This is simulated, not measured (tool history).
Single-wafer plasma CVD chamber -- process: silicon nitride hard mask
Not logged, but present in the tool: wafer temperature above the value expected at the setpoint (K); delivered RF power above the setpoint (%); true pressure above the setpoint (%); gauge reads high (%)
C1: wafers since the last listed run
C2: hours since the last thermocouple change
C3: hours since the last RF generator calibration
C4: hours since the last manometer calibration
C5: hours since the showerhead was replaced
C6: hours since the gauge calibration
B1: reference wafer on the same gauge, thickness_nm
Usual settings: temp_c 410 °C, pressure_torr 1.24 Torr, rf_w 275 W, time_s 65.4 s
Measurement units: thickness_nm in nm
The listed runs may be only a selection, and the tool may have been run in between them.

{"run": 1, "hour": 0.0, "temp_c": 410, "pressure_torr": 1.24, "rf_w": 300, "time_s": 65.4, "C1": 0, "C2": 2001.7, "C3": 541.2, "C4": 101.4, "C5": 7408.6, "C6": 944.2, "B1": 68.352, "thickness_nm": 66.071}
{"run": 2, "hour": 50.8, "temp_c": 410, "pressure_torr": 1.24, "rf_w": 300, "time_s": 65.4, "C1": 1344, "C2": 2052.5, "C3": 592, "C4": 152.2, "C5": 7459.4, "C6": 995, "B1": 68.3, "thickness_nm": 66.383}
{"run": 3, "hour": 188.8, "temp_c": 418, "pressure_torr": 1.24, "rf_w": 275, "time_s": 65.4, "C1": 3651, "C2": 2190.5, "C3": 730, "C4": 290.2, "C5": 7597.4, "C6": 1133, "B1": 68.59, "thickness_nm": 61.7}
{"run": 4, "hour": 222.5, "temp_c": 410, "pressure_torr": 1.24, "rf_w": 275, "time_s": 72.1, "C1": 891, "C2": 2224.2, "C3": 763.7, "C4": 323.9, "C5": 7631.1, "C6": 1166.7, "B1": 68.45, "thickness_nm": 68.283}
{"run": 5, "hour": 249.4, "temp_c": 410, "pressure_torr": 1.24, "rf_w": 275, "time_s": 65.4, "C1": 711, "C2": 2251.1, "C3": 790.6, "C4": 350.8, "C5": 7658, "C6": 1193.6, "B1": 68.394, "thickness_nm": 61.796}
{"hour": 277.9, "done": "thermocouple changed; heater temperature recalibrated"}
{"run": 6, "hour": 283.7, "temp_c": 410, "pressure_torr": 1.09, "rf_w": 275, "time_s": 65.4, "C1": 695, "C2": 5.8, "C3": 824.9, "C4": 385.1, "C5": 7692.3, "C6": 1227.9, "B1": 68.459, "thickness_nm": 56.976}
{"run": 7, "hour": 327.9, "temp_c": 410, "pressure_torr": 1.09, "rf_w": 275, "time_s": 65.4, "C1": 1169, "C2": 50, "C3": 869.1, "C4": 429.3, "C5": 7736.5, "C6": 1272.1, "B1": 68.331, "thickness_nm": 57.497}
{"run": 8, "hour": 358.0, "temp_c": 410, "pressure_torr": 1.24, "rf_w": 275, "time_s": 65.4, "C1": 796, "C2": 80.1, "C3": 899.2, "C4": 459.4, "C5": 7766.6, "C6": 1302.2, "B1": 68.461, "thickness_nm": 61.642}
{"run": 9, "hour": 406.3, "temp_c": 410, "pressure_torr": 1.24, "rf_w": 275, "time_s": 65.4, "C1": 1277, "C2": 128.4, "C3": 947.5, "C4": 507.7, "C5": 7814.9, "C6": 1350.5, "B1": 68.465, "thickness_nm": 61.948}
{"run": 10, "hour": 431.1, "temp_c": 410, "pressure_torr": 1.37, "rf_w": 275, "time_s": 65.4, "C1": 656, "C2": 153.2, "C3": 972.3, "C4": 532.5, "C5": 7839.7, "C6": 1375.3, "B1": 68.438, "thickness_nm": 64.491}
{"run": 11, "hour": 491.6, "temp_c": 410, "pressure_torr": 1.37, "rf_w": 275, "time_s": 65.4, "C1": 1600, "C2": 213.7, "C3": 1032.8, "C4": 593, "C5": 7900.2, "C6": 1435.8, "B1": 68.237, "thickness_nm": 64.806}
{"run": 12, "hour": 546.7, "temp_c": 399, "pressure_torr": 1.24, "rf_w": 275, "time_s": 65.4, "C1": 1457, "C2": 268.8, "C3": 1087.9, "C4": 648.1, "C5": 7955.3, "C6": 1490.9, "B1": 68.474, "thickness_nm": 61.892}
{"run": 13, "hour": 577.1, "temp_c": 416, "pressure_torr": 1.24, "rf_w": 250, "time_s": 72.7, "C1": 804, "C2": 299.2, "C3": 1118.3, "C4": 678.5, "C5": 7985.7, "C6": 1521.3, "B1": 68.268, "thickness_nm": 63.943}
{"hour": 647.8, "done": "showerhead replaced"}
{"run": 14, "hour": 648.3, "temp_c": 410, "pressure_torr": 1.12, "rf_w": 300, "time_s": 70.5, "C1": 1672, "C2": 370.4, "C3": 1189.5, "C4": 749.7, "C5": 0.5, "C6": 1592.5, "B1": 68.341, "thickness_nm": 66.802}
{"hour": 692.4, "done": "capacitance manometer re-zeroed and calibrated"}
{"run": 15, "hour": 720.1, "temp_c": 410, "pressure_torr": 0.99, "rf_w": 290, "time_s": 65.4, "C1": 1688, "C2": 442.2, "C3": 1261.3, "C4": 27.7, "C5": 72.3, "C6": 1664.3, "B1": 68.252, "thickness_nm": 55.047}
{"run": 16, "hour": 789.8, "temp_c": 410, "pressure_torr": 0.97, "rf_w": 275, "time_s": 65.4, "C1": 1844, "C2": 511.9, "C3": 1331, "C4": 97.4, "C5": 142, "C6": 1734, "B1": 68.226, "thickness_nm": 51.78}
{"run": 17, "hour": 821.0, "temp_c": 399, "pressure_torr": 1.24, "rf_w": 275, "time_s": 53, "C1": 825, "C2": 543.1, "C3": 1362.2, "C4": 128.6, "C5": 173.2, "C6": 1765.2, "B1": 68.466, "thickness_nm": 49.909}
{"hour": 855.2, "done": "gauge calibrated"}
{"run": 18, "hour": 871.8, "temp_c": 414, "pressure_torr": 1.24, "rf_w": 275, "time_s": 65.4, "C1": 1344, "C2": 593.9, "C3": 1413, "C4": 179.4, "C5": 224, "C6": 16.6, "B1": 68.457, "thickness_nm": 61.196}
{"run": 19, "hour": 922.5, "temp_c": 410, "pressure_torr": 1.24, "rf_w": 275, "time_s": 65.4, "C1": 1341, "C2": 644.6, "C3": 1463.7, "C4": 230.1, "C5": 274.7, "C6": 67.3, "B1": 68.529, "thickness_nm": 61.449}
{"run": 20, "hour": 975.7, "temp_c": 410, "pressure_torr": 1.24, "rf_w": 275, "time_s": 65.4, "C1": 1407, "C2": 697.8, "C3": 1516.9, "C4": 283.3, "C5": 327.9, "C6": 120.5, "B1": 68.457, "thickness_nm": 61.086}
{"run": 21, "hour": 1041.4, "temp_c": 410, "pressure_torr": 1.09, "rf_w": 275, "time_s": 65.4, "C1": 1738, "C2": 763.5, "C3": 1582.6, "C4": 349, "C5": 393.6, "C6": 186.2, "B1": 68.5, "thickness_nm": 57.148}
{"hour": 1054.8, "done": "RF generator calibrated"}
{"run": 22, "hour": 1091.7, "temp_c": 410, "pressure_torr": 1.1, "rf_w": 275, "time_s": 65.4, "C1": 1119, "C2": 813.8, "C3": 36.9, "C4": 399.3, "C5": 443.9, "C6": 236.5, "B1": 68.362, "thickness_nm": 59.815}
{"run": 23, "hour": 1126.2, "temp_c": 419, "pressure_torr": 1.24, "rf_w": 275, "time_s": 70.4, "C1": 912, "C2": 848.3, "C3": 71.4, "C4": 433.8, "C5": 478.4, "C6": 271, "B1": 68.507, "thickness_nm": 68.476}
{"run": 24, "hour": 1171.7, "temp_c": 410, "pressure_torr": 0.97, "rf_w": 275, "time_s": 65.4, "C1": 1203, "C2": 893.8, "C3": 116.9, "C4": 479.3, "C5": 523.9, "C6": 316.5, "B1": 68.479, "thickness_nm": 54.667}
{"run": 25, "hour": 1287.6, "temp_c": 400, "pressure_torr": 1.24, "rf_w": 275, "time_s": 65.4, "C1": 3066, "C2": 1009.7, "C3": 232.8, "C4": 595.2, "C5": 639.8, "C6": 432.4, "B1": 68.401, "thickness_nm": 63.355}
{"run": 26, "hour": 1350.5, "temp_c": 417, "pressure_torr": 1.54, "rf_w": 300, "time_s": 77.2, "C1": 1664, "C2": 1072.6, "C3": 295.7, "C4": 658.1, "C5": 702.7, "C6": 495.3, "B1": 68.283, "thickness_nm": 86.134}
{"run": 27, "hour": 1397.4, "temp_c": 410, "pressure_torr": 1.24, "rf_w": 275, "time_s": 65.4, "C1": 1240, "C2": 1119.5, "C3": 342.6, "C4": 705, "C5": 749.6, "C6": 542.2, "B1": 68.343, "thickness_nm": 63.301}

A few steps of thickness_nm between consecutive runs. Split each: what settings, incoming material and random variation would produce without the hidden state, and what is left over for the hidden state, along with gauge scatter present in only one of the two compared results (measured, and without hidden state):
Run 21 -> 22: pressure_torr 1.09 -> 1.1, RF generator calibrated. thickness_nm +2.667 nm: hidden state +2.823, all else -0.156.
Run 25 -> 26: temp_c 400 -> 417, pressure_torr 1.24 -> 1.54, rf_w 275 -> 300, time_s 65.4 -> 77.2. thickness_nm +22.779 nm: hidden state -0.857, all else +23.636.
Run 26 -> 27: temp_c 417 -> 410, pressure_torr 1.54 -> 1.24, rf_w 300 -> 275, time_s 77.2 -> 65.4. thickness_nm -22.833 nm: hidden state +0.409, all else -23.242.
